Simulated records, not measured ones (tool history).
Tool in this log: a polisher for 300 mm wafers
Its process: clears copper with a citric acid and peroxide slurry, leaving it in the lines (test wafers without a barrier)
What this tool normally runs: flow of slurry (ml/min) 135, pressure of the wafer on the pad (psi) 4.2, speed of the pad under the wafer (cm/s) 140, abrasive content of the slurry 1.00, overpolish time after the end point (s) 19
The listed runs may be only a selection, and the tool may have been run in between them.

run,hour,flow of slurry (ml/min),pressure of the wafer on the pad (psi),speed of the pad under the wafer (cm/s),abrasive content of the slurry,overpolish time after the end point (s),wafers since the last listed run,wafers polished on this pad,hours since the slurry nozzle was cleaned,hours since the head pressure was calibrated,hours since the slurry blender was calibrated,"incoming thickness of the incoming film, nm",time until the end point was called (s),dishing of a wide line in a test structure (nm)
1,0.0,135,4.2,174,1.00,19,0,2,305.2,1033.3,105.5,501.1,96.0,56.5
2,29.6,135,4.2,174,1.00,19,147,150,334.8,1062.9,135.1,494.6,91.3,57.3
3,41.6,135,4.2,140,1.00,25,59,210,346.8,1074.9,147.1,484.1,113.3,59.4
4,59.7,135,4.2,140,1.00,25,90,300,364.9,1093.0,165.2,489.7,112.9,59.0
# hour 66.3: head pressure recalibrated
# hour 74.4: slurry nozzle cleaned
5,153.9,135,4.2,140,1.00,19,455,755,79.5,87.6,259.4,491.3,119.2,46.4
6,175.8,135,4.2,140,1.00,19,109,865,101.4,109.5,281.3,489.4,119.2,46.0
7,205.1,135,4.2,140,1.00,19,146,1011,130.7,138.8,310.6,501.1,124.5,45.7
8,221.2,175,3.3,180,1.00,23,80,1091,146.8,154.9,326.7,486.4,108.6,55.0
9,250.6,105,3.6,140,0.75,29,146,1238,176.2,184.3,356.1,492.0,153.9,52.2
# hour 272.0: worn pad replaced by a new one
10,272.5,180,3.0,108,1.00,24,89,2,198.1,206.2,378.0,489.8,207.5,35.7
11,285.0,135,4.2,140,1.00,25,62,64,210.6,218.7,390.5,491.9,123.9,55.7
12,303.4,150,4.2,162,1.20,8,91,156,229.0,237.1,408.9,488.9,102.4,25.2
13,323.9,135,4.2,140,1.00,19,102,258,249.5,257.6,429.4,488.9,132.5,43.6
14,351.2,135,3.1,140,1.00,14,136,395,276.8,284.9,456.7,479.0,161.3,26.3
# hour 361.3: slurry blender recalibrated
15,368.5,165,4.2,140,1.20,19,76,471,294.1,302.2,7.2,483.4,98.1,52.7
16,389.2,135,4.2,140,1.15,28,103,574,314.8,322.9,27.9,488.2,104.3,70.4
17,416.8,135,5.0,140,1.00,8,137,712,342.4,350.5,55.5,486.8,95.4,27.3
18,439.1,115,3.0,140,1.00,27,111,823,364.7,372.8,77.8,489.8,148.7,50.9
19,459.1,170,5.6,106,1.00,19,99,923,384.7,392.8,97.8,488.1,107.4,50.3
20,485.9,110,4.2,104,1.00,28,133,1057,411.5,419.6,124.6,485.4,149.6,51.2
# hour 511.7: worn pad replaced by a new one
# hour 518.5: slurry nozzle cleaned
21,589.1,90,4.2,168,0.75,28,490,381,70.6,522.8,227.8,492.8,113.1,64.5
22,660.1,115,4.2,140,1.00,29,354,735,141.6,593.8,298.8,487.9,120.4,62.9
23,693.8,135,4.2,156,1.00,9,168,903,175.3,627.5,332.5,485.9,105.2,27.4
24,723.8,135,4.2,140,1.00,19,149,1053,205.3,657.5,362.5,490.5,121.2,47.4
25,743.9,135,4.2,174,1.00,25,100,1154,225.4,677.6,382.6,490.5,95.1,67.7
# hour 776.3: worn pad replaced by a new one
26,779.0,135,4.2,152,1.00,19,155,13,260.5,712.7,417.7,492.9,109.2,48.8
27,800.6,135,4.2,92,1.00,19,107,121,282.1,734.3,439.3,481.2,185.5,32.5
# hour 823.9: slurry blender recalibrated
28,835.4,135,4.2,140,1.00,19,163,285,316.9,769.1,11.5,484.4,107.8,51.1

What the log doesn't show, run by run:
removal rate lost through wear of the pad, %: 0 across all the runs
slurry flow missing at the pad, %: 0 across all the runs
deviation of the head's pressure from its setpoint, %: 0 across all the runs
H1: abrasive missing from the slurry, %
run,H1
1,17.6
2,20
3,20.9
4,22.4
5,29.9
6,31.6
7,33.9
8,35.2
9,37.5
10,39.3
11,40.3
12,41.7
13,43.4
14,45.5
15,1.79
16,3.44
17,5.63
18,7.4
19,8.99
20,11.1
21,19.3
22,25
23,27.6
24,30
25,31.6
26,34.4
27,36.1
28,1.83
